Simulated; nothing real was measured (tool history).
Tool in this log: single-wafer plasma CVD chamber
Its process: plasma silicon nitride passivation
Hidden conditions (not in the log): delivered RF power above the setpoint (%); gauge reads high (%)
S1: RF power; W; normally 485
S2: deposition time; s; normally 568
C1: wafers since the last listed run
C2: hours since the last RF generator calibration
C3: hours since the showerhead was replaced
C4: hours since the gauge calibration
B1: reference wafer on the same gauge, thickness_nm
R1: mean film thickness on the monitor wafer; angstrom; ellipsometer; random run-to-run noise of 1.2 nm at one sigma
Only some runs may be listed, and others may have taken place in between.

run 1 hour=0.0 | S1=485 S2=568 | C1=0 C2=2128.5 C3=5998.9 C4=111.2 | B1=889.911 | R1=8048.40
run 2 hour=20.8 | S1=485 S2=568 | C1=96 C2=2149.3 C3=6019.7 C4=132.0 | B1=890.363 | R1=8061.30
run 3 hour=43.2 | S1=485 S2=568 | C1=103 C2=2171.7 C3=6042.1 C4=154.4 | B1=889.739 | R1=8057.93
-- hour=54.6 gauge calibrated
run 4 hour=59.5 | S1=485 S2=568 | C1=75 C2=2188.0 C3=6058.4 C4=4.9 | B1=890.400 | R1=8080.40
run 5 hour=84.2 | S1=485 S2=568 | C1=114 C2=2212.7 C3=6083.1 C4=29.6 | B1=889.388 | R1=8054.75
run 6 hour=117.1 | S1=540 S2=607 | C1=152 C2=2245.6 C3=6116.0 C4=62.5 | B1=890.175 | R1=8943.63
-- hour=126.7 showerhead replaced
run 7 hour=129.1 | S1=445 S2=568 | C1=18 C2=2257.6 C3=2.4 C4=74.5 | B1=890.518 | R1=7816.73
run 8 hour=163.6 | S1=510 S2=531 | C1=159 C2=2292.1 C3=36.9 C4=109.0 | B1=889.914 | R1=7683.82
-- hour=173.3 RF generator calibrated
run 9 hour=193.4 | S1=455 S2=456 | C1=100 C2=20.1 C3=66.7 C4=138.8 | B1=890.052 | R1=6342.41
run 10 hour=225.0 | S1=485 S2=641 | C1=146 C2=51.7 C3=98.3 C4=170.4 | B1=890.773 | R1=9126.69
-- hour=233.7 gauge calibrated
run 11 hour=255.9 | S1=560 S2=489 | C1=142 C2=82.6 C3=129.2 C4=22.2 | B1=889.910 | R1=7314.09
run 12 hour=268.1 | S1=560 S2=489 | C1=56 C2=94.8 C3=141.4 C4=34.4 | B1=890.229 | R1=7322.66
run 13 hour=297.8 | S1=550 S2=494 | C1=137 C2=124.5 C3=171.1 C4=64.1 | B1=889.958 | R1=7331.51
run 14 hour=311.3 | S1=485 S2=657 | C1=62 C2=138.0 C3=184.6 C4=77.6 | B1=889.875 | R1=9335.73

Hidden condition of the tool, last listed run before each entry between runs versus first listed run after:
Between runs 3 and 4: gauge calibrated (hour 54.6)
  the hidden state is the same at both runs
Between runs 6 and 7: showerhead replaced (hour 126.7)
  the hidden state is the same at both runs
Between runs 8 and 9: RF generator calibrated (hour 173.3)
  the hidden state is the same at both runs
Between runs 10 and 11: gauge calibrated (hour 233.7)
  the hidden state is the same at both runs
